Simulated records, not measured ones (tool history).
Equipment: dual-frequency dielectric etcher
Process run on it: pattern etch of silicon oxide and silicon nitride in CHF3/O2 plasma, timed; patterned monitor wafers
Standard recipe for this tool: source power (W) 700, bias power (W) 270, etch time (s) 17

| run | hour | source power (W) | bias power (W) | etch time (s) | wafers since the last listed run | hours since the last wet clean | hours since the last source power generator calibration | hours since the last bias power generator calibration | hours since the last upper electrode change | hours since the gauge calibration | read-back reference wafer on the same gauge, depth_nm | mean etch depth across the wafer (angstrom) |
|---|---|---|---|---|---|---|---|---|---|---|---|---|
| 1 | 0 | 700 | 270 | 17 | 0 | 96.2 | 3466 | 2763.5 | 4271.2 | 763.7 | 30.08 | 318.7 |
| 2 | 92.1 | 700 | 270 | 17 | 1682 | 188.3 | 3558.1 | 2855.6 | 4363.3 | 855.8 | 30.11 | 317.2 |
| 3 | 139.1 | 700 | 270 | 17 | 858 | 235.3 | 3605.1 | 2902.6 | 4410.3 | 902.8 | 30.09 | 317.3 |
| 4 | 216.1 | 700 | 270 | 17 | 1406 | 312.3 | 3682.1 | 2979.6 | 4487.3 | 979.8 | 30.09 | 316.9 |
| 5 | 288.2 | 700 | 270 | 17 | 1316 | 384.4 | 3754.2 | 3051.7 | 4559.4 | 1051.9 | 30.12 | 316.4 |
| 6 | 357.5 | 700 | 270 | 17 | 1265 | 453.7 | 3823.5 | 3121 | 4628.7 | 1121.2 | 30.11 | 316.5 |
| 7 | 457.6 | 700 | 270 | 17 | 1828 | 553.8 | 3923.6 | 3221.1 | 4728.8 | 1221.3 | 30.1 | 314.7 |
|  | 520.6 | wet clean of the chamber |
| 8 | 527.3 | 700 | 270 | 17 | 834 | 6.7 | 3993.3 | 3290.8 | 4798.5 | 1291 | 30.09 | 321.1 |
| 9 | 587.3 | 700 | 270 | 17 | 1095 | 66.7 | 4053.3 | 3350.8 | 4858.5 | 1351 | 30.08 | 320.3 |
| 10 | 666.3 | 700 | 286 | 17 | 1442 | 145.7 | 4132.3 | 3429.8 | 4937.5 | 1430 | 30.09 | 324.7 |
| 11 | 716.7 | 700 | 316 | 13 | 920 | 196.1 | 4182.7 | 3480.2 | 4987.9 | 1480.4 | 30.1 | 255.1 |
| 12 | 757.4 | 570 | 221 | 15.5 | 743 | 236.8 | 4223.4 | 3520.9 | 5028.6 | 1521.1 | 30.1 | 245.5 |
| 13 | 811.2 | 850 | 311 | 19.5 | 982 | 290.6 | 4277.2 | 3574.7 | 5082.4 | 1574.9 | 30.1 | 419.1 |
|  | 892.4 | gauge calibrated |
| 14 | 909 | 770 | 308 | 14.5 | 1786 | 388.4 | 4375 | 3672.5 | 5180.2 | 16.6 | 30.11 | 295.3 |

The next listed run, before its measurement:
|  | 977.2 | upper electrode replaced |
| 15 | 992.6 | 650 | 270 | 17 | 1088 | 472 | 4458.6 | 3756.1 | 15.4 | 100.2 | ? | ? |

{"run 15": {"read-back reference wafer on the same gauge, depth_nm": 30.11, "mean etch depth across the wafer (angstrom)": 305.4}}
On a tool with no hidden condition, and with the same random variation, this run would have come out at mean etch depth across the wafer (angstrom) 302.7.

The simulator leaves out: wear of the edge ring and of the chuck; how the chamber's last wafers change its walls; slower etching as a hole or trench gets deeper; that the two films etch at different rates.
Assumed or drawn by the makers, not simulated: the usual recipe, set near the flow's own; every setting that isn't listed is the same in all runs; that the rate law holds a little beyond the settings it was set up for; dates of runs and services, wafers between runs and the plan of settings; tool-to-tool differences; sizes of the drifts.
